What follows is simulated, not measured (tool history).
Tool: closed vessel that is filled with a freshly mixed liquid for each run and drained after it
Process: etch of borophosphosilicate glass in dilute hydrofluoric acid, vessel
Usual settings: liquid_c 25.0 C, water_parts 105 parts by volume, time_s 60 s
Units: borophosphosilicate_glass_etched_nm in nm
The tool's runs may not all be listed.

run     day  liquid_c  water_parts  time_s  wafers since the last listed run  hours since the thermometer was replaced  hours since the hydrofluoric acid flow meter was replaced  hours since the gauge calibration  read-back film thickness of the borophosphosilicate glass reference wafer, read on the same gauge (nm)  borophosphosilicate_glass_etched_nm
  1   0.000      25.0          105      60                                 0                                    1704.0                                                     1087.9                              301.8                                                                                                   30.01                                25.25
  2   1.154      27.5          105      60                              2653                                    1731.7                                                     1115.6                              329.5                                                                                                   29.99                                27.96
  3   2.200      27.5          105      60                              2404                                    1756.8                                                     1140.7                              354.6                                                                                                   29.99                                28.08
  4   3.246      25.0          105      60                              2404                                    1781.9                                                     1165.8                              379.7                                                                                                   29.99                                25.15
  5   3.842      25.0          105      60                              1369                                    1796.2                                                     1180.1                              394.0                                                                                                   30.00                                24.99
  6   4.762      25.0          105      60                              2117                                    1818.3                                                     1202.2                              416.1                                                                                                   30.00                                25.02
  7   5.750      25.0          105      60                              2270                                    1842.0                                                     1225.9                              439.8                                                                                                   29.97                                25.11
  8   6.292      25.0          105      60                              1245                                    1855.0                                                     1238.9                              452.8                                                                                                   29.98                                25.22
  9   7.650      25.0          105      60                              3122                                    1887.6                                                     1271.5                              485.4                                                                                                   30.02                                25.94
 10   8.338      25.0          105      80                              1580                                    1904.1                                                     1288.0                              501.9                                                                                                   30.01                                33.81
 11   9.450      25.0          105      80                              2557                                    1930.8                                                     1314.7                              528.6                                                                                                   29.99                                34.10
 12  10.683      25.0          105      80                              2835                                    1960.4                                                     1344.3                              558.2                                                                                                   30.02                                33.74
 13  11.346      21.5           90      60                              1523                                    1976.3                                                     1360.2                              574.1                                                                                                   29.99                                26.51
 14  12.008      21.5           90      60                              1523                                    1992.2                                                     1376.1                              590.0                                                                                                   29.99                                26.66
     12.321  -- gauge calibrated
 15  12.946      22.5          105      30                              2155                                    2014.7                                                     1398.6                               15.0                                                                                                   30.01                                11.71
 16  13.850      25.0          105      35                              2078                                    2036.4                                                     1420.3                               36.7                                                                                                   29.99                                14.80
 17  14.983      22.5          125      75                              2605                                    2063.6                                                     1447.5                               63.9                                                                                                   30.00                                23.97
     15.696  -- hydrofluoric acid flow meter replaced
     15.908  -- thermometer replaced
 18  15.929      25.0          145      60                              1982                                       0.5                                                        5.6                               86.6                                                                                                   29.98                                15.61
 19  16.504      29.0          105      60                              1321                                      14.3                                                       19.4                              100.4                                                                                                   29.98                                26.79
 20  17.538      29.0          105      60                              2375                                      39.1                                                       44.2                              125.2                                                                                                   30.01                                26.75
 21  19.025      25.0           85      60                              3419                                      74.8                                                       79.9                              160.9                                                                                                   29.99                                29.25
 22  20.125      25.0          105      60                              2528                                     101.2                                                      106.3                              187.3                                                                                                   29.98                                23.12
 23  21.196      25.0          105      60                              2461                                     126.9                                                      132.0                              213.0                                                                                                   30.01                                22.98
 24  22.592      28.0          145      85                              3209                                     160.4                                                      165.5                              246.5                                                                                                   29.99                                25.44
 25  23.550      21.0          105      60                              2203                                     183.4                                                      188.5                              269.5                                                                                                   30.00                                19.92
 26  24.975      22.0          105      40                              3276                                     217.6                                                      222.7                              303.7                                                                                                   30.01                                13.63
 27  25.746      23.5          105      45                              1772                                     236.1                                                      241.2                              322.2                                                                                                   29.99                                16.25
 28  27.233      25.0          105      40                              3419                                     271.8                                                      276.9                              357.9                                                                                                   29.99                                15.31
 29  28.275      27.0           85      60                              2394                                     296.8                                                      301.9                              382.9                                                                                                   30.02                                32.02
 30  29.254      29.0          105      60                              2251                                     320.3                                                      325.4                              406.4                                                                                                   29.98                                27.44
 31  29.833      26.5          145      80                              1331                                     334.2                                                      339.3                              420.3                                                                                                   30.01                                23.13

Forecast each of these 5 alternatives for the next run:
  A  29.862      25.0          105      85                                67                                     334.9                                                      340.0                              421.0                                                                                                       ?                                    ?
  B  29.862      25.0           90      95                                67                                     334.9                                                      340.0                              421.0                                                                                                       ?                                    ?
  C  29.862      28.0          125      95                                67                                     334.9                                                      340.0                              421.0                                                                                                       ?                                    ?
  D  29.862      29.5          125      80                                67                                     334.9                                                      340.0                              421.0                                                                                                       ?                                    ?
  E  29.862      26.5          145      70                                67                                     334.9                                                      340.0                              421.0                                                                                                       ?                                    ?

run  read-back film thickness of the borophosphosilicate glass reference wafer, read on the same gauge (nm)  borophosphosilicate_glass_etched_nm
  A                                                                                                   29.99                                33.11
  B                                                                                                   29.99                                44.00
  C                                                                                                   29.99                                33.96
  D                                                                                                   29.99                                30.23
  E                                                                                                   29.99                                19.89
Without the tool's hidden state the same runs would have given:
run  borophosphosilicate_glass_etched_nm
  A                                32.55
  B                                43.26
  C                                33.42
  D                                29.76
  E                                19.57
